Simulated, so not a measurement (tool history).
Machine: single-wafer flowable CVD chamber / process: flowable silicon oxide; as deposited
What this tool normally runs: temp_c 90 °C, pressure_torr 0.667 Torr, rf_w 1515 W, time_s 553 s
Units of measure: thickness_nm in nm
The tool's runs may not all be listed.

run,hour,temp_c,pressure_torr,rf_w,time_s,"read-back reference wafer on the same gauge, thickness_nm",thickness_nm
1,0.0,90,0.667,1300,623,348.311,318.134
2,42.2,90,0.667,1300,623,347.644,317.838
3,67.3,90,0.667,1300,623,348.131,316.649
4,280.2,90,0.667,1515,553,346.470,300.106
# hour 346.8: thermocouple changed; heater temperature recalibrated
5,347.3,90,0.667,1515,553,345.824,296.930
6,385.7,90,0.667,1515,553,345.061,298.921
# hour 411.8: capacitance manometer re-zeroed and calibrated
# hour 419.0: showerhead replaced
7,453.3,90,0.667,1515,553,345.925,299.009
8,495.1,84,0.790,1515,553,346.064,423.198
9,565.9,84,0.790,1515,553,345.310,423.986
# hour 600.4: RF generator calibrated
10,657.7,99,0.667,1325,502,344.631,187.951
11,703.7,90,0.769,1515,499,345.230,312.213
# hour 720.5: gauge calibrated
12,761.1,90,0.667,1515,553,361.153,310.824
13,820.1,90,0.667,1300,623,358.590,326.310
14,844.5,90,0.667,1515,502,357.736,278.061
15,914.0,76,0.803,1515,486,355.465,495.280

For run 16, what comes out?
16,954.4,90,0.667,1515,553,?,?

read-back reference wafer on the same gauge, thickness_nm: 354.484
thickness_nm: 303.030 nm
Take away the tool's hidden state, keep the run-to-run variation as it was, and the same run would have given thickness_nm 311.967 nm.
